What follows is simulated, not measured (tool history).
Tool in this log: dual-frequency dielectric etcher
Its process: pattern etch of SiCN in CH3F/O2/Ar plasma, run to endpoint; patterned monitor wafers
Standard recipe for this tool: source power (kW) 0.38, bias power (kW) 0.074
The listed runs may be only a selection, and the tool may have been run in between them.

run,hour,source power (kW),bias power (kW),"incoming incoming film thickness, nm",endpoint time (s)
1,0,0.34,0.074,6.51,20.4
2,40,0.34,0.074,6.55,20.6
3,91.1,0.38,0.074,6.53,19.4
4,143.4,0.38,0.074,6.53,19.5
5,197.4,0.38,0.074,6.54,19.6
# hour 259.6: wet clean of the chamber
6,265.1,0.36,0.087,6.54,18.4
7,499.4,0.36,0.087,6.45,18.3
8,554.2,0.36,0.087,6.49,18.5
9,623.5,0.38,0.067,6.47,19.9
10,668.2,0.38,0.067,6.5,19.9
11,774.5,0.38,0.067,6.54,20
# hour 795.2: source power generator calibrated
# hour 821.6: wet clean of the chamber
12,851.4,0.38,0.074,6.37,18.5
13,942.6,0.38,0.074,6.53,19
14,1015.9,0.38,0.074,6.54,19

The next listed run, before its measurement:
# hour 1060.9: upper electrode replaced
15,1123.8,0.38,0.067,6.46,?

endpoint time (s): 19.7
On a tool with no hidden condition, and with the same random variation, this run would have come out at endpoint time (s) 19.3.
